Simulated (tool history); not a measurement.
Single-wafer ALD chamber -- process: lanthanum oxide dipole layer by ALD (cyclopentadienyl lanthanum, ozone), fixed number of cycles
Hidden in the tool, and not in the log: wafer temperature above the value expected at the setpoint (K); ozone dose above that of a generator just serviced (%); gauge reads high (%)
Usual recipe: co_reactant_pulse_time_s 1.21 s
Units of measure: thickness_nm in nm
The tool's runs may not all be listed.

| run | day | co_reactant_pulse_time_s | wafers since the last listed run | hours since the last thermocouple change | hours since the last ozone generator service | hours since the showerhead was replaced | hours since the gauge calibration | read-back reference wafer on the same gauge, thickness_nm | thickness_nm |
|---|---|---|---|---|---|---|---|---|---|
| 1 | 0.000 | 1.21 | 0 | 1458.9 | 1488.9 | 5945.0 | 1143.6 | 0.443 | 0.540 |
| 2 | 0.729 | 1.21 | 333 | 1476.4 | 1506.4 | 5962.5 | 1161.1 | 0.443 | 0.540 |
| 3 | 1.596 | 1.21 | 395 | 1497.2 | 1527.2 | 5983.3 | 1181.9 | 0.443 | 0.537 |
| 4 | 2.150 | 1.21 | 253 | 1510.5 | 1540.5 | 5996.6 | 1195.2 | 0.443 | 0.540 |
| 5 | 3.642 | 1.21 | 681 | 1546.3 | 1576.3 | 6032.4 | 1231.0 | 0.443 | 0.542 |
| 6 | 4.267 | 1.21 | 285 | 1561.3 | 1591.3 | 6047.4 | 1246.0 | 0.443 | 0.539 |
| 7 | 5.179 | 1.03 | 416 | 1583.2 | 1613.2 | 6069.3 | 1267.9 | 0.443 | 0.523 |
| 8 | 6.188 | 1.03 | 460 | 1607.4 | 1637.4 | 6093.5 | 1292.1 | 0.443 | 0.524 |
| 9 | 7.525 | 1.46 | 610 | 1639.5 | 1669.5 | 6125.6 | 1324.2 | 0.444 | 0.557 |
| 10 | 8.417 | 1.46 | 407 | 1660.9 | 1690.9 | 6147.0 | 1345.6 | 0.444 | 0.560 |
|  | 11.938 | gauge calibrated |
| 11 | 12.517 | 1.21 | 1872 | 1759.3 | 1789.3 | 6245.4 | 13.9 | 0.443 | 0.544 |
| 12 | 13.171 | 1.52 | 298 | 1775.0 | 1805.0 | 6261.1 | 29.6 | 0.443 | 0.560 |
| 13 | 14.242 | 1.03 | 489 | 1800.7 | 1830.7 | 6286.8 | 55.3 | 0.443 | 0.522 |
| 14 | 14.825 | 0.78 | 266 | 1814.7 | 1844.7 | 6300.8 | 69.3 | 0.443 | 0.489 |
| 15 | 16.042 | 0.90 | 555 | 1843.9 | 1873.9 | 6330.0 | 98.5 | 0.444 | 0.506 |
|  | 16.596 | ozone generator serviced |
| 16 | 17.446 | 1.21 | 489 | 1877.6 | 20.4 | 6363.7 | 132.2 | 0.444 | 0.553 |
| 17 | 18.712 | 0.96 | 578 | 1908.0 | 50.8 | 6394.1 | 162.6 | 0.443 | 0.529 |
| 18 | 19.242 | 1.21 | 241 | 1920.7 | 63.5 | 6406.8 | 175.3 | 0.443 | 0.554 |
| 19 | 19.754 | 1.21 | 234 | 1933.0 | 75.8 | 6419.1 | 187.6 | 0.442 | 0.554 |
| 20 | 20.354 | 0.81 | 274 | 1947.4 | 90.2 | 6433.5 | 202.0 | 0.443 | 0.513 |
| 21 | 21.696 | 1.21 | 612 | 1979.6 | 122.4 | 6465.7 | 234.2 | 0.443 | 0.552 |
|  | 23.883 | showerhead replaced |
| 22 | 26.104 | 1.62 | 1861 | 2085.4 | 228.2 | 53.3 | 340.0 | 0.443 | 0.572 |
| 23 | 26.800 | 0.86 | 317 | 2102.1 | 244.9 | 70.0 | 356.7 | 0.443 | 0.515 |
| 24 | 27.608 | 1.21 | 369 | 2121.5 | 264.3 | 89.4 | 376.1 | 0.443 | 0.547 |
|  | 28.912 | thermocouple changed; heater temperature recalibrated |
| 25 | 29.038 | 1.21 | 500 | 3.0 | 298.6 | 123.7 | 410.4 | 0.444 | 0.550 |
| 26 | 32.196 | 1.35 | 1442 | 78.8 | 374.4 | 199.5 | 486.2 | 0.443 | 0.558 |
| 27 | 32.942 | 1.21 | 340 | 96.7 | 392.3 | 217.4 | 504.1 | 0.443 | 0.548 |
| 28 | 33.912 | 0.89 | 443 | 120.0 | 415.6 | 240.7 | 527.4 | 0.443 | 0.515 |
| 29 | 35.350 | 1.05 | 656 | 154.5 | 450.1 | 275.2 | 561.9 | 0.444 | 0.532 |
| 30 | 36.346 | 1.21 | 454 | 178.4 | 474.0 | 299.1 | 585.8 | 0.443 | 0.547 |
| 31 | 37.792 | 1.61 | 660 | 213.1 | 508.7 | 333.8 | 620.5 | 0.443 | 0.571 |
| 32 | 39.904 | 0.87 | 964 | 263.8 | 559.4 | 384.5 | 671.2 | 0.443 | 0.510 |
| 33 | 40.812 | 1.59 | 414 | 285.6 | 581.2 | 406.3 | 693.0 | 0.443 | 0.565 |
| 34 | 42.033 | 1.02 | 557 | 314.9 | 610.5 | 435.6 | 722.3 | 0.444 | 0.527 |

Selected run-to-run steps in thickness_nm, each split into two signed amounts: the part the tool would show with no hidden state at all (from settings, incoming material and random variation), and the remainder, which goes to the hidden state together with any gauge scatter not common to the measured and the hidden-state-free results:
Run 12 -> 13: co_reactant_pulse_time_s 1.52 -> 1.03. thickness_nm -0.038 nm: hidden state -0.006, all else -0.032.
Run 15 -> 16: co_reactant_pulse_time_s 0.90 -> 1.21, ozone generator serviced. thickness_nm +0.047 nm: hidden state +0.017, all else +0.030.
Run 22 -> 23: co_reactant_pulse_time_s 1.62 -> 0.86. thickness_nm -0.057 nm: hidden state -0.003, all else -0.054.
Run 31 -> 32: co_reactant_pulse_time_s 1.61 -> 0.87. thickness_nm -0.061 nm: hidden state -0.005, all else -0.056.
Run 32 -> 33: co_reactant_pulse_time_s 0.87 -> 1.59. thickness_nm +0.055 nm: hidden state +0.004, all else +0.051.

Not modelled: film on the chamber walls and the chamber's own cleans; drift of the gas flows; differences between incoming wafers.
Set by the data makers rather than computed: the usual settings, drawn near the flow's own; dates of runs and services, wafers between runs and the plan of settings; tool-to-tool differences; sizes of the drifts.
